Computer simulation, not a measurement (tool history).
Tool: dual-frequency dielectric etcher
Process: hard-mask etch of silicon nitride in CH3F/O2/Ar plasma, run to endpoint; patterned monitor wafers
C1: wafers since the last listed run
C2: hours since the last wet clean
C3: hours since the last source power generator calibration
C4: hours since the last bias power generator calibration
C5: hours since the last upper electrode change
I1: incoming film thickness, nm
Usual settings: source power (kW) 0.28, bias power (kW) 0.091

{"run": 1, "day": 0.0, "source power (kW)": 0.28, "bias power (kW)": 0.091, "C1": 0, "C2": 148.3, "C3": 1282, "C4": 1648.2, "C5": 5196.3, "I1": 47.6, "endpoint time (s)": 73}
{"run": 2, "day": 0.296, "source power (kW)": 0.28, "bias power (kW)": 0.091, "C1": 104, "C2": 155.4, "C3": 1289.1, "C4": 1655.3, "C5": 5203.4, "I1": 47.23, "endpoint time (s)": 72.6}
{"run": 3, "day": 0.683, "source power (kW)": 0.28, "bias power (kW)": 0.091, "C1": 136, "C2": 164.7, "C3": 1298.4, "C4": 1664.6, "C5": 5212.7, "I1": 47.45, "endpoint time (s)": 72.8}
{"run": 4, "day": 1.017, "source power (kW)": 0.32, "bias power (kW)": 0.091, "C1": 117, "C2": 172.7, "C3": 1306.4, "C4": 1672.6, "C5": 5220.7, "I1": 47.52, "endpoint time (s)": 70.3}
{"run": 5, "day": 1.288, "source power (kW)": 0.32, "bias power (kW)": 0.091, "C1": 95, "C2": 179.2, "C3": 1312.9, "C4": 1679.1, "C5": 5227.2, "I1": 47.09, "endpoint time (s)": 68.8}
{"run": 6, "day": 1.592, "source power (kW)": 0.32, "bias power (kW)": 0.091, "C1": 106, "C2": 186.5, "C3": 1320.2, "C4": 1686.4, "C5": 5234.5, "I1": 46.94, "endpoint time (s)": 68.2}
{"run": 7, "day": 2.108, "source power (kW)": 0.26, "bias power (kW)": 0.091, "C1": 181, "C2": 198.9, "C3": 1332.6, "C4": 1698.8, "C5": 5246.9, "I1": 47.63, "endpoint time (s)": 74.2}
{"run": 8, "day": 2.846, "source power (kW)": 0.26, "bias power (kW)": 0.091, "C1": 259, "C2": 216.6, "C3": 1350.3, "C4": 1716.5, "C5": 5264.6, "I1": 47.79, "endpoint time (s)": 75.2}
{"run": 9, "day": 3.4, "source power (kW)": 0.26, "bias power (kW)": 0.091, "C1": 194, "C2": 229.9, "C3": 1363.6, "C4": 1729.8, "C5": 5277.9, "I1": 47.22, "endpoint time (s)": 72.3}
{"run": 10, "day": 4.042, "source power (kW)": 0.28, "bias power (kW)": 0.091, "C1": 225, "C2": 245.3, "C3": 1379, "C4": 1745.2, "C5": 5293.3, "I1": 47.32, "endpoint time (s)": 72.4}
{"run": 11, "day": 4.438, "source power (kW)": 0.28, "bias power (kW)": 0.091, "C1": 139, "C2": 254.8, "C3": 1388.5, "C4": 1754.7, "C5": 5302.8, "I1": 47.24, "endpoint time (s)": 71.6}
{"run": 12, "day": 4.792, "source power (kW)": 0.28, "bias power (kW)": 0.1, "C1": 124, "C2": 263.3, "C3": 1397, "C4": 1763.2, "C5": 5311.3, "I1": 47.53, "endpoint time (s)": 69.8}
{"day": 5.929, "done": "upper electrode replaced, of another model than before"}
{"day": 5.975, "done": "source power generator calibrated"}
{"run": 13, "day": 5.996, "source power (kW)": 0.28, "bias power (kW)": 0.1, "C1": 55, "C2": 292.2, "C3": 0.5, "C4": 1792.1, "C5": 1.6, "I1": 47.55, "endpoint time (s)": 72}
{"run": 14, "day": 6.008, "source power (kW)": 0.28, "bias power (kW)": 0.1, "C1": 4, "C2": 292.5, "C3": 0.8, "C4": 1792.4, "C5": 1.9, "I1": 47.5, "endpoint time (s)": 69.8}
{"run": 15, "day": 7.417, "source power (kW)": 0.25, "bias power (kW)": 0.085, "C1": 495, "C2": 326.3, "C3": 34.6, "C4": 1826.2, "C5": 35.7, "I1": 47.55, "endpoint time (s)": 75.6}
{"run": 16, "day": 7.954, "source power (kW)": 0.28, "bias power (kW)": 0.091, "C1": 189, "C2": 339.2, "C3": 47.5, "C4": 1839.1, "C5": 48.6, "I1": 46.63, "endpoint time (s)": 70.9}
{"run": 17, "day": 8.704, "source power (kW)": 0.32, "bias power (kW)": 0.114, "C1": 263, "C2": 357.2, "C3": 65.5, "C4": 1857.1, "C5": 66.6, "I1": 47.29, "endpoint time (s)": 62.9}
{"run": 18, "day": 9.246, "source power (kW)": 0.28, "bias power (kW)": 0.091, "C1": 190, "C2": 370.2, "C3": 78.5, "C4": 1870.1, "C5": 79.6, "I1": 47.78, "endpoint time (s)": 71.8}
{"run": 19, "day": 9.846, "source power (kW)": 0.28, "bias power (kW)": 0.07, "C1": 211, "C2": 384.6, "C3": 92.9, "C4": 1884.5, "C5": 94, "I1": 47.43, "endpoint time (s)": 73.4}
{"run": 20, "day": 10.25, "source power (kW)": 0.22, "bias power (kW)": 0.109, "C1": 142, "C2": 394.3, "C3": 102.6, "C4": 1894.2, "C5": 103.7, "I1": 47.77, "endpoint time (s)": 77.6}
{"day": 10.504, "done": "bias power generator calibrated"}
{"run": 21, "day": 10.788, "source power (kW)": 0.26, "bias power (kW)": 0.091, "C1": 130, "C2": 407.2, "C3": 115.5, "C4": 6.8, "C5": 116.6, "I1": 46.78, "endpoint time (s)": 72.3}
{"day": 11.921, "done": "wet clean of the chamber"}
{"run": 22, "day": 11.942, "source power (kW)": 0.28, "bias power (kW)": 0.091, "C1": 54, "C2": 0.5, "C3": 143.2, "C4": 34.5, "C5": 144.3, "I1": 47.47, "endpoint time (s)": 73.1}
{"run": 23, "day": 11.954, "source power (kW)": 0.25, "bias power (kW)": 0.11, "C1": 4, "C2": 0.8, "C3": 143.5, "C4": 34.8, "C5": 144.6, "I1": 47.11, "endpoint time (s)": 75}
{"run": 24, "day": 12.312, "source power (kW)": 0.28, "bias power (kW)": 0.073, "C1": 126, "C2": 9.4, "C3": 152.1, "C4": 43.4, "C5": 153.2, "I1": 46.64, "endpoint time (s)": 75.4}
{"run": 25, "day": 12.879, "source power (kW)": 0.21, "bias power (kW)": 0.091, "C1": 199, "C2": 23, "C3": 165.7, "C4": 57, "C5": 166.8, "I1": 46.69, "endpoint time (s)": 84.4}
{"run": 26, "day": 13.596, "source power (kW)": 0.22, "bias power (kW)": 0.073, "C1": 252, "C2": 40.2, "C3": 182.9, "C4": 74.2, "C5": 184, "I1": 47.3, "endpoint time (s)": 87.7}
{"run": 27, "day": 14.254, "source power (kW)": 0.33, "bias power (kW)": 0.108, "C1": 231, "C2": 56, "C3": 198.7, "C4": 90, "C5": 199.8, "I1": 47.96, "endpoint time (s)": 65.4}
{"run": 28, "day": 16.254, "source power (kW)": 0.3, "bias power (kW)": 0.099, "C1": 703, "C2": 104, "C3": 246.7, "C4": 138, "C5": 247.8, "I1": 47.21, "endpoint time (s)": 69.2}
{"run": 29, "day": 16.712, "source power (kW)": 0.31, "bias power (kW)": 0.084, "C1": 161, "C2": 115, "C3": 257.7, "C4": 149, "C5": 258.8, "I1": 47.2, "endpoint time (s)": 69.2}
{"run": 30, "day": 16.979, "source power (kW)": 0.26, "bias power (kW)": 0.081, "C1": 93, "C2": 121.4, "C3": 264.1, "C4": 155.4, "C5": 265.2, "I1": 47.46, "endpoint time (s)": 76.2}
{"run": 31, "day": 18.833, "source power (kW)": 0.28, "bias power (kW)": 0.091, "C1": 652, "C2": 165.9, "C3": 308.6, "C4": 199.9, "C5": 309.7, "I1": 47.11, "endpoint time (s)": 71.3}
{"run": 32, "day": 19.358, "source power (kW)": 0.28, "bias power (kW)": 0.091, "C1": 184, "C2": 178.5, "C3": 321.2, "C4": 212.5, "C5": 322.3, "I1": 47.04, "endpoint time (s)": 71.2}
{"run": 33, "day": 19.746, "source power (kW)": 0.31, "bias power (kW)": 0.11, "C1": 136, "C2": 187.8, "C3": 330.5, "C4": 221.8, "C5": 331.6, "I1": 47.26, "endpoint time (s)": 64.8}
{"run": 34, "day": 20.238, "source power (kW)": 0.22, "bias power (kW)": 0.071, "C1": 172, "C2": 199.6, "C3": 342.3, "C4": 233.6, "C5": 343.4, "I1": 46.92, "endpoint time (s)": 83.9}
{"run": 35, "day": 20.725, "source power (kW)": 0.3, "bias power (kW)": 0.102, "C1": 171, "C2": 211.3, "C3": 354, "C4": 245.3, "C5": 355.1, "I1": 47.28, "endpoint time (s)": 67.1}

Some steps in endpoint time (s) between neighbouring runs. How much of each would the tool show without its hidden state too (settings, what came in, random variation), and how much is left for the hidden state, with any gauge scatter that isn't in both results?
The hidden state here: etch rate over this chamber's usual, %; source power that arrives over what is set, %; bias power that arrives over what is set, %.
Run 14 -> 15: source power (kW) 0.28 -> 0.25, bias power (kW) 0.1 -> 0.085. endpoint time (s) +5.8: hidden state -0.5, all else +6.3.
Run 21 -> 22: source power (kW) 0.26 -> 0.28, wet clean of the chamber. endpoint time (s) +0.8: hidden state +2.8, all else -2.
Run 26 -> 27: source power (kW) 0.22 -> 0.33, bias power (kW) 0.073 -> 0.108. endpoint time (s) -22.3: hidden state +0.2, all else -22.5.
Run 33 -> 34: source power (kW) 0.31 -> 0.22, bias power (kW) 0.11 -> 0.071. endpoint time (s) +19.1: hidden state -0.6, all else +19.7.
Run 34 -> 35: source power (kW) 0.22 -> 0.3, bias power (kW) 0.071 -> 0.102. endpoint time (s) -16.8: hidden state +0.4, all else -17.2.

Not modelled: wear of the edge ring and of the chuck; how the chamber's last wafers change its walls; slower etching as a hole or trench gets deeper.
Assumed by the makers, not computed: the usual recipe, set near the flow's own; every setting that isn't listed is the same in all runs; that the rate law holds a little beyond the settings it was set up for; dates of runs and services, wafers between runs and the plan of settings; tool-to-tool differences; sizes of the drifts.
